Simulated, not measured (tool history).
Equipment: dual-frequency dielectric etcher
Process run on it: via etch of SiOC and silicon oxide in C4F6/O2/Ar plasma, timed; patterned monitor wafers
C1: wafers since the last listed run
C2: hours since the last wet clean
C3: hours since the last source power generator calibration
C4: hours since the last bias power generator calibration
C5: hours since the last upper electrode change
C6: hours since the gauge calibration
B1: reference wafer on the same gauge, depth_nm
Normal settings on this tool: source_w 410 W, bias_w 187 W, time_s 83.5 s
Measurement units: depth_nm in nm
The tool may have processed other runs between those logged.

Run 1, hour 0: usual settings but bias_w 204 W; C1 0; C2 73.6; C3 2167.3; C4 2100.4; C5 2743.7; C6 1641.6; B1 108.2. Result: depth_nm 94.5 nm.
Run 2, hour 61.1: usual settings but time_s 95.5 s; C1 995; C2 134.7; C3 2228.4; C4 2161.5; C5 2804.8; C6 1702.7; B1 108.7. Result: depth_nm 104.9 nm.
Run 3, hour 156: usual settings but time_s 95.5 s; C1 1546; C2 229.6; C3 2323.3; C4 2256.4; C5 2899.7; C6 1797.6; B1 108.4. Result: depth_nm 106 nm.
Run 4, hour 229.7: usual settings but time_s 95.5 s; C1 1201; C2 303.3; C3 2397; C4 2330.1; C5 2973.4; C6 1871.3; B1 109. Result: depth_nm 104.8 nm.
Run 5, hour 294.4: usual settings; C1 1054; C2 368; C3 2461.7; C4 2394.8; C5 3038.1; C6 1936; B1 108.5. Result: depth_nm 92.4 nm.
Run 6, hour 341.8: usual settings; C1 772; C2 415.4; C3 2509.1; C4 2442.2; C5 3085.5; C6 1983.4; B1 108.5. Result: depth_nm 91.8 nm.
At hour 394.9: upper electrode replaced.
Run 7, hour 399.4: usual settings; C1 547; C2 473; C3 2566.7; C4 2499.8; C5 4.5; C6 2041; B1 108.4. Result: depth_nm 92.2 nm.
Run 8, hour 495.5: usual settings; C1 1566; C2 569.1; C3 2662.8; C4 2595.9; C5 100.6; C6 2137.1; B1 108.3. Result: depth_nm 91.5 nm.
Run 9, hour 555.3: usual settings but source_w 390 W, time_s 100 s; C1 974; C2 628.9; C3 2722.6; C4 2655.7; C5 160.4; C6 2196.9; B1 108.6. Result: depth_nm 108.2 nm.
At hour 666.2: wet clean of the chamber.
Run 10, hour 666.7: usual settings but source_w 390 W, bias_w 169 W; C1 1424; C2 0.5; C3 2834; C4 2767.1; C5 271.8; C6 2308.3; B1 108.8. Result: depth_nm 86.4 nm.
At hour 724.1: source power generator calibrated.
Run 11, hour 970.7: usual settings but source_w 320 W, bias_w 224 W, time_s 91.5 s; C1 4890; C2 304.5; C3 246.6; C4 3071.1; C5 575.8; C6 2612.3; B1 108.5. Result: depth_nm 90.2 nm.
Run 12, hour 1055.2: usual settings but source_w 340 W, bias_w 151 W, time_s 72 s; C1 1377; C2 389; C3 331.1; C4 3155.6; C5 660.3; C6 2696.8; B1 108.4. Result: depth_nm 65.8 nm.
Run 13, hour 1127.9: usual settings but source_w 340 W, bias_w 156 W, time_s 66 s; C1 1185; C2 461.7; C3 403.8; C4 3228.3; C5 733; C6 2769.5; B1 108.7. Result: depth_nm 60.9 nm.
At hour 1150.4: bias power generator calibrated.
Run 14, hour 1182.6: usual settings; C1 826; C2 516.4; C3 458.5; C4 32.2; C5 787.7; C6 2824.2; B1 108.9. Result: depth_nm 91.8 nm.
Run 15, hour 1232.4: usual settings but source_w 440 W; C1 811; C2 566.2; C3 508.3; C4 82; C5 837.5; C6 2874; B1 108.8. Result: depth_nm 95.4 nm.
At hour 1262.8: wet clean of the chamber.
Run 16, hour 1323.4: usual settings but source_w 360 W, bias_w 174 W, time_s 60 s; C1 1092; C2 60.6; C3 599.3; C4 173; C5 928.5; C6 2965; B1 108.7. Result: depth_nm 59.6 nm.
Run 17, hour 1417.5: usual settings but source_w 470 W, bias_w 225 W, time_s 105.5 s; C1 1533; C2 154.7; C3 693.4; C4 267.1; C5 1022.6; C6 3059.1; B1 108.7. Result: depth_nm 132.1 nm.
Run 18, hour 1457.1: usual settings but source_w 350 W, time_s 66 s; C1 645; C2 194.3; C3 733; C4 306.7; C5 1062.2; C6 3098.7; B1 108.5. Result: depth_nm 66.3 nm.
At hour 1495.9: gauge calibrated.
Run 19, hour 1564.4: usual settings but source_w 470 W, bias_w 144 W, time_s 62.5 s; C1 1749; C2 301.6; C3 840.3; C4 414; C5 1169.5; C6 68.5; B1 108.6. Result: depth_nm 69.3 nm.
Run 20, hour 1638.8: usual settings; C1 1212; C2 376; C3 914.7; C4 488.4; C5 1243.9; C6 142.9; B1 108.9. Result: depth_nm 92.6 nm.
Run 21, hour 1696.3: usual settings but source_w 490 W, bias_w 166 W, time_s 97 s; C1 937; C2 433.5; C3 972.2; C4 545.9; C5 1301.4; C6 200.4; B1 108.6. Result: depth_nm 113.4 nm.
Run 22, hour 1736.6: usual settings but source_w 330 W, bias_w 207 W, time_s 100.5 s; C1 656; C2 473.8; C3 1012.5; C4 586.2; C5 1341.7; C6 240.7; B1 108.4. Result: depth_nm 99.6 nm.
Run 23, hour 1783.6: usual settings but source_w 380 W, bias_w 209 W, time_s 95.5 s; C1 766; C2 520.8; C3 1059.5; C4 633.2; C5 1388.7; C6 287.7; B1 108.6. Result: depth_nm 104.4 nm.
At hour 1942.5: wet clean of the chamber.
Run 24, hour 2070: usual settings; C1 4277; C2 127.5; C3 1345.9; C4 919.6; C5 1675.1; C6 574.1; B1 108.5. Result: depth_nm 92.9 nm.
Run 25, hour 2118: usual settings but source_w 330 W, bias_w 207 W, time_s 100.5 s; C1 782; C2 175.5; C3 1393.9; C4 967.6; C5 1723.1; C6 622.1; B1 108.9. Result: depth_nm 98.9 nm.
Run 26, hour 2158.7: usual settings but bias_w 174 W; C1 663; C2 216.2; C3 1434.6; C4 1008.3; C5 1763.8; C6 662.8; B1 108.5. Result: depth_nm 89.8 nm.
Run 27, hour 2253: usual settings but time_s 100.5 s; C1 1537; C2 310.5; C3 1528.9; C4 1102.6; C5 1858.1; C6 757.1; B1 108.7. Result: depth_nm 111.1 nm.
Run 28, hour 2552.6: usual settings but source_w 310 W, time_s 107 s; C1 4883; C2 610.1; C3 1828.5; C4 1402.2; C5 2157.7; C6 1056.7; B1 108.5. Result: depth_nm 98.9 nm.
Run 29, hour 2630.4: usual settings; C1 1268; C2 687.9; C3 1906.3; C4 1480; C5 2235.5; C6 1134.5; B1 108.8. Result: depth_nm 92.7 nm.

Forecast each of these 5 alternatives for the next run:
Run A, hour 2630.8: usual settings; C1 6; C2 688.3; C3 1906.7; C4 1480.4; C5 2235.9; C6 1134.9; B1 ?. Result: depth_nm ?.
Run B, hour 2630.8: usual settings but source_w 460 W, bias_w 210 W; C1 6; C2 688.3; C3 1906.7; C4 1480.4; C5 2235.9; C6 1134.9; B1 ?. Result: depth_nm ?.
Run C, hour 2630.8: usual settings but source_w 470 W, bias_w 217 W, time_s 75 s; C1 6; C2 688.3; C3 1906.7; C4 1480.4; C5 2235.9; C6 1134.9; B1 ?. Result: depth_nm ?.
Run D, hour 2630.8: usual settings but bias_w 174 W, time_s 73.5 s; C1 6; C2 688.3; C3 1906.7; C4 1480.4; C5 2235.9; C6 1134.9; B1 ?. Result: depth_nm ?.
Run E, hour 2630.8: usual settings but source_w 350 W, bias_w 219 W, time_s 75.5 s; C1 6; C2 688.3; C3 1906.7; C4 1480.4; C5 2235.9; C6 1134.9; B1 ?. Result: depth_nm ?.

run     B1  depth_nm
  A  108.5      92.1
  B  108.5     102.1
  C  108.5      93.8
  D  108.5      79.4
  E  108.5      78.8
Take away the tool's hidden state, keep each run's random variation, and the runs would have read:
run  depth_nm
  A      92.1
  B     102.1
  C      93.8
  D      79.4
  E      78.8
